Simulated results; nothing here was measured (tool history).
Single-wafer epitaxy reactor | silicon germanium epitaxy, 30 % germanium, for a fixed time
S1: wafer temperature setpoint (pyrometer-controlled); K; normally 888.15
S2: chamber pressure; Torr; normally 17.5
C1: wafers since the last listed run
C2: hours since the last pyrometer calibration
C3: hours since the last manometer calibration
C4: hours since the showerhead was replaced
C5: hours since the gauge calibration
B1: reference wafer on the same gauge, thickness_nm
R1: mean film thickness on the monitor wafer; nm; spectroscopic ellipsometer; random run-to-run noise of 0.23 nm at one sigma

{"run": 1, "hour": 0.0, "S1": 888.15, "S2": 17.5, "C1": 0, "C2": 1549.5, "C3": 1752.9, "C4": 2915.3, "C5": 867.7, "B1": 81.936, "R1": 72.57}
{"run": 2, "hour": 28.2, "S1": 888.15, "S2": 17.5, "C1": 532, "C2": 1577.7, "C3": 1781.1, "C4": 2943.5, "C5": 895.9, "B1": 82.034, "R1": 72.663}
{"run": 3, "hour": 115.8, "S1": 888.15, "S2": 17.5, "C1": 1654, "C2": 1665.3, "C3": 1868.7, "C4": 3031.1, "C5": 983.5, "B1": 81.961, "R1": 72.551}
{"hour": 151.5, "done": "gauge calibrated"}
{"run": 4, "hour": 220.5, "S1": 877.15, "S2": 14.3, "C1": 1977, "C2": 1770, "C3": 1973.4, "C4": 3135.8, "C5": 69, "B1": 81.983, "R1": 54.149}
{"run": 5, "hour": 283.4, "S1": 877.15, "S2": 14.3, "C1": 1187, "C2": 1832.9, "C3": 2036.3, "C4": 3198.7, "C5": 131.9, "B1": 82.005, "R1": 54.289}
{"run": 6, "hour": 315.2, "S1": 888.15, "S2": 17.5, "C1": 600, "C2": 1864.7, "C3": 2068.1, "C4": 3230.5, "C5": 163.7, "B1": 81.964, "R1": 72.366}
{"run": 7, "hour": 367.2, "S1": 888.15, "S2": 17.5, "C1": 982, "C2": 1916.7, "C3": 2120.1, "C4": 3282.5, "C5": 215.7, "B1": 82.003, "R1": 72.471}
{"run": 8, "hour": 416.5, "S1": 888.15, "S2": 17.5, "C1": 931, "C2": 1966, "C3": 2169.4, "C4": 3331.8, "C5": 265, "B1": 82.017, "R1": 72.354}
{"run": 9, "hour": 464.2, "S1": 888.15, "S2": 17.5, "C1": 900, "C2": 2013.7, "C3": 2217.1, "C4": 3379.5, "C5": 312.7, "B1": 81.919, "R1": 72.759}
{"run": 10, "hour": 494.5, "S1": 888.15, "S2": 15, "C1": 572, "C2": 2044, "C3": 2247.4, "C4": 3409.8, "C5": 343, "B1": 82.001, "R1": 68.799}
{"run": 11, "hour": 524.0, "S1": 884.15, "S2": 19, "C1": 557, "C2": 2073.5, "C3": 2276.9, "C4": 3439.3, "C5": 372.5, "B1": 81.943, "R1": 68.525}
{"run": 12, "hour": 579.0, "S1": 884.15, "S2": 19, "C1": 1038, "C2": 2128.5, "C3": 2331.9, "C4": 3494.3, "C5": 427.5, "B1": 82.015, "R1": 68.679}
{"run": 13, "hour": 626.5, "S1": 888.15, "S2": 17.5, "C1": 897, "C2": 2176, "C3": 2379.4, "C4": 3541.8, "C5": 475, "B1": 81.967, "R1": 72.61}
{"run": 14, "hour": 697.0, "S1": 888.15, "S2": 17.5, "C1": 1331, "C2": 2246.5, "C3": 2449.9, "C4": 3612.3, "C5": 545.5, "B1": 81.949, "R1": 72.352}
{"hour": 791.4, "done": "capacitance manometer re-zeroed and calibrated"}
{"run": 15, "hour": 803.0, "S1": 888.15, "S2": 17.5, "C1": 1850, "C2": 2352.5, "C3": 11.6, "C4": 3718.3, "C5": 651.5, "B1": 82.049, "R1": 70.223}
{"run": 16, "hour": 833.2, "S1": 888.15, "S2": 17.5, "C1": 570, "C2": 2382.7, "C3": 41.8, "C4": 3748.5, "C5": 681.7, "B1": 82.025, "R1": 70.583}
{"run": 17, "hour": 860.5, "S1": 888.15, "S2": 17.5, "C1": 515, "C2": 2410, "C3": 69.1, "C4": 3775.8, "C5": 709, "B1": 82.004, "R1": 70.047}
{"run": 18, "hour": 915.3, "S1": 879.15, "S2": 13.8, "C1": 1035, "C2": 2464.8, "C3": 123.9, "C4": 3830.6, "C5": 763.8, "B1": 81.998, "R1": 53.74}
{"run": 19, "hour": 970.6, "S1": 879.15, "S2": 14.8, "C1": 1044, "C2": 2520.1, "C3": 179.2, "C4": 3885.9, "C5": 819.1, "B1": 82.031, "R1": 54.899}
{"run": 20, "hour": 1014.8, "S1": 875.15, "S2": 21.8, "C1": 834, "C2": 2564.3, "C3": 223.4, "C4": 3930.1, "C5": 863.3, "B1": 81.96, "R1": 58.013}
{"run": 21, "hour": 1086.8, "S1": 882.15, "S2": 14.8, "C1": 1359, "C2": 2636.3, "C3": 295.4, "C4": 4002.1, "C5": 935.3, "B1": 82.128, "R1": 58.43}
{"hour": 1104.1, "done": "pyrometer calibrated"}
{"run": 22, "hour": 1152.2, "S1": 874.15, "S2": 17.5, "C1": 1084, "C2": 48.1, "C3": 360.8, "C4": 4067.5, "C5": 1000.7, "B1": 82.025, "R1": 56.284}
{"hour": 1193.1, "done": "gauge calibrated"}
{"run": 23, "hour": 1216.9, "S1": 888.15, "S2": 17.5, "C1": 1221, "C2": 112.8, "C3": 425.5, "C4": 4132.2, "C5": 23.8, "B1": 82.022, "R1": 74.666}
{"run": 24, "hour": 1286.5, "S1": 888.15, "S2": 17.5, "C1": 1314, "C2": 182.4, "C3": 495.1, "C4": 4201.8, "C5": 93.4, "B1": 81.964, "R1": 74.314}
{"hour": 1305.4, "done": "showerhead replaced"}
{"run": 25, "hour": 1343.9, "S1": 888.15, "S2": 17.5, "C1": 933, "C2": 239.8, "C3": 552.5, "C4": 38.5, "C5": 150.8, "B1": 81.872, "R1": 74.47}
{"run": 26, "hour": 1369.5, "S1": 875.15, "S2": 18.7, "C1": 483, "C2": 265.4, "C3": 578.1, "C4": 64.1, "C5": 176.4, "B1": 82.096, "R1": 58.233}
{"run": 27, "hour": 1415.6, "S1": 896.15, "S2": 15.5, "C1": 870, "C2": 311.5, "C3": 624.2, "C4": 110.2, "C5": 222.5, "B1": 81.92, "R1": 83.71}
{"run": 28, "hour": 1462.3, "S1": 878.15, "S2": 14.8, "C1": 882, "C2": 358.2, "C3": 670.9, "C4": 156.9, "C5": 269.2, "B1": 82.042, "R1": 57.007}
{"run": 29, "hour": 1511.0, "S1": 888.15, "S2": 17.5, "C1": 919, "C2": 406.9, "C3": 719.6, "C4": 205.6, "C5": 317.9, "B1": 82.015, "R1": 74.322}
{"run": 30, "hour": 1560.0, "S1": 888.15, "S2": 17.5, "C1": 925, "C2": 455.9, "C3": 768.6, "C4": 254.6, "C5": 366.9, "B1": 81.909, "R1": 73.872}
{"run": 31, "hour": 1608.6, "S1": 888.15, "S2": 19.9, "C1": 917, "C2": 504.5, "C3": 817.2, "C4": 303.2, "C5": 415.5, "B1": 81.949, "R1": 77.176}
{"run": 32, "hour": 1670.9, "S1": 901.15, "S2": 21.3, "C1": 1176, "C2": 566.8, "C3": 879.5, "C4": 365.5, "C5": 477.8, "B1": 82.007, "R1": 103.319}

Per-run results on a tool with no hidden state, each run keeping its own random variation:
Hidden conditions of the tool in this case: wafer temperature above the value expected at the setpoint (K); true pressure above the setpoint (%); gauge reads high (%).
run=1 R1=74.165
run=2 R1=74.277
run=3 R1=74.213
run=4 R1=55.495
run=5 R1=55.662
run=6 R1=74.12
run=7 R1=74.25
run=8 R1=74.149
run=9 R1=74.581
run=10 R1=70.532
run=11 R1=70.294
run=12 R1=70.469
run=13 R1=74.478
run=14 R1=74.23
run=15 R1=74.119
run=16 R1=74.552
run=17 R1=74.032
run=18 R1=56.943
run=19 R1=58.244
run=20 R1=61.647
run=21 R1=62.117
run=22 R1=56.004
run=23 R1=74.399
run=24 R1=74.147
run=25 R1=74.382
run=26 R1=58.193
run=27 R1=83.715
run=28 R1=57.064
run=29 R1=74.452
run=30 R1=74.061
run=31 R1=77.434
run=32 R1=103.739
